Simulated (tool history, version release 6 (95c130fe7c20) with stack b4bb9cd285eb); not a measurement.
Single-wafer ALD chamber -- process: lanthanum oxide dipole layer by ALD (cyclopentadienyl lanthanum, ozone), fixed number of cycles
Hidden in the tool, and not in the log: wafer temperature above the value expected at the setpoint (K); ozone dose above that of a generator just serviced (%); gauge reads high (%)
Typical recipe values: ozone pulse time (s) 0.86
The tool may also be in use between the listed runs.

run	hour	ozone pulse time (s)	wafers since the last listed run	hours since the last thermocouple change	hours since the last ozone generator service	hours since the showerhead was replaced	hours since the gauge calibration	read-back reference wafer on the same gauge, thickness_nm	mean film thickness on the monitor wafer (Å)
1	0	1.06	0	1258.7	1056.6	3771	634.4	0.537	5.06
2	9.3	0.7	158	1268	1065.9	3780.3	643.7	0.537	4.04
# hour 21.5: showerhead replaced
3	22	0.86	80	1280.7	1078.6	0.5	656.4	0.537	4.59
4	34.1	0.86	206	1292.8	1090.7	12.6	668.5	0.537	4.57
# hour 49.7: ozone generator serviced
5	50.9	0.61	150	1309.6	1.2	29.4	685.3	0.537	3.88
6	64.4	0.86	230	1323.1	14.7	42.9	698.8	0.537	4.82
7	75.5	0.86	189	1334.2	25.8	54	709.9	0.537	4.83
8	84.5	0.86	153	1343.2	34.8	63	718.9	0.537	4.82
9	93.2	0.86	148	1351.9	43.5	71.7	727.6	0.537	4.81
10	106.9	0.86	233	1365.6	57.2	85.4	741.3	0.537	4.82
# hour 139.4: gauge calibrated
# hour 145.6: thermocouple changed; heater temperature recalibrated
11	148.4	0.67	571	2.8	98.7	126.9	9	0.537	4.14
12	166.2	1.06	303	20.6	116.5	144.7	26.8	0.537	5.21
13	174.1	0.75	134	28.5	124.4	152.6	34.7	0.537	4.46
14	191.8	0.73	301	46.2	142.1	170.3	52.4	0.537	4.38
15	203.1	0.86	192	57.5	153.4	181.6	63.7	0.537	4.78
16	218.6	1.09	264	73	168.9	197.1	79.2	0.537	5.27
17	232.4	0.53	235	86.8	182.7	210.9	93	0.537	3.39
18	250.4	0.77	306	104.8	200.7	228.9	111	0.537	4.48
19	264.2	0.58	235	118.6	214.5	242.7	124.8	0.537	3.65
20	279.8	1.2	265	134.2	230.1	258.3	140.4	0.537	5.41
21	288.5	1.18	148	142.9	238.8	267	149.1	0.537	5.37
22	298.3	0.68	167	152.7	248.6	276.8	158.9	0.537	4.16
23	305.4	0.64	121	159.8	255.7	283.9	166	0.537	3.95
24	315.8	0.98	177	170.2	266.1	294.3	176.4	0.537	5.05
25	324.7	0.55	151	179.1	275	303.2	185.3	0.537	3.48
26	338.3	0.86	231	192.7	288.6	316.8	198.9	0.537	4.74
27	345.5	0.86	122	199.9	295.8	324	206.1	0.538	4.76
28	359.9	0.86	245	214.3	310.2	338.4	220.5	0.537	4.78
29	369	0.98	155	223.4	319.3	347.5	229.6	0.537	5.04
30	391.1	0.59	376	245.5	341.4	369.6	251.7	0.537	3.69
31	405.7	1.1	248	260.1	356	384.2	266.3	0.537	5.23
32	415.7	0.54	170	270.1	366	394.2	276.3	0.537	3.38
33	423.7	0.96	136	278.1	374	402.2	284.3	0.537	4.97
34	433.5	0.71	167	287.9	383.8	412	294.1	0.537	4.23

Alternative continuations, all from the tool just after run 34; predict every row:
A	433.9	1.05	6	288.3	384.2	412.4	294.5	?	?
B	433.9	0.97	6	288.3	384.2	412.4	294.5	?	?
C	433.9	1.17	6	288.3	384.2	412.4	294.5	?	?
D	433.9	1.13	6	288.3	384.2	412.4	294.5	?	?

run	read-back reference wafer on the same gauge, thickness_nm	mean film thickness on the monitor wafer (Å)
A	0.537	5.17
B	0.537	5.02
C	0.537	5.35
D	0.537	5.3
The same runs, with their run-to-run variation unchanged, on a tool lacking any hidden condition would have given:
run	mean film thickness on the monitor wafer (Å)
A	5.24
B	5.09
C	5.41
D	5.36

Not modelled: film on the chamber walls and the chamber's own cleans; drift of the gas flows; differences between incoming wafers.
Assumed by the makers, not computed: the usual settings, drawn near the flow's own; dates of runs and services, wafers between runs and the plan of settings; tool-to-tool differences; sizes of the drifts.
